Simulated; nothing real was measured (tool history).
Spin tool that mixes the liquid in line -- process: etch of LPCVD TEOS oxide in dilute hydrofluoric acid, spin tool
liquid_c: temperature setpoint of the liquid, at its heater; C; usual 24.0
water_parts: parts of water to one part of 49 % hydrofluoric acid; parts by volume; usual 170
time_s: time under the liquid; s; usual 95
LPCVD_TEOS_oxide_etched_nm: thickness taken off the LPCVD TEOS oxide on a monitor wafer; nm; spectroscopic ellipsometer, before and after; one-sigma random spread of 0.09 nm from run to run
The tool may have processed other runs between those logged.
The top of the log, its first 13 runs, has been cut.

run   hour  liquid_c  water_parts  time_s  read-back film thickness of the LPCVD TEOS oxide reference wafer, read on the same gauge (nm)  LPCVD_TEOS_oxide_etched_nm
 14  324.7      24.0          170      95                                                                                          70.02                       17.06
 15  351.5      27.5          170      40                                                                                          70.00                        8.19
 16  383.0      24.0          170      80                                                                                          69.97                       14.20
 17  408.6      25.5          220     135                                                                                          69.99                       18.57
     412.0  -- gauge calibrated
 18  432.8      24.0          170     150                                                                                          69.99                       27.05
 19  452.1      24.0          245     140                                                                                          70.00                       16.10
 20  479.3      24.0           90      95                                                                                          70.00                       35.98
 21  509.9      26.0          170     120                                                                                          70.00                       23.44
     528.8  -- thermometer replaced
 22  538.8      24.0          195      55                                                                                          70.03                        7.62
 23  555.7      24.0          170      95                                                                                          70.00                       15.63
 24  586.5      24.0          220      95                                                                                          69.98                       11.44
 25  676.0      24.0           90      70                                                                                          70.00                       24.17
 26  702.8      24.0          240     145                                                                                          70.00                       15.91
 27  718.8      26.5          235     130                                                                                          70.01                       16.14
 28  752.3      24.0          225      75                                                                                          70.00                        8.97
 29  784.8      24.0          215      95                                                                                          70.00                       12.09
 30  817.9      24.0          115      95                                                                                          70.00                       25.12
 31  833.0      24.0          105      95                                                                                          70.01                       27.97
 32  865.7      27.0          125     145                                                                                          69.99                       39.46

Forecast each of these 5 alternatives for the next run:
  A  866.1      19.5          170      95                                                                                              ?                           ?
  B  866.1      22.0          170      95                                                                                              ?                           ?
  C  866.1      24.0          170     125                                                                                              ?                           ?
  D  866.1      28.0          170      95                                                                                              ?                           ?
  E  866.1      27.0          170      95                                                                                              ?                           ?

run  read-back film thickness of the LPCVD TEOS oxide reference wafer, read on the same gauge (nm)  LPCVD_TEOS_oxide_etched_nm
  A                                                                                          70.00                       13.48
  B                                                                                          70.00                       14.86
  C                                                                                          70.00                       21.10
  D                                                                                          70.00                       18.58
  E                                                                                          70.00                       17.92
Without the tool's unlogged condition, the same runs would have read:
run  LPCVD_TEOS_oxide_etched_nm
  A                       12.53
  B                       13.81
  C                       19.62
  D                       17.28
  E                       16.66
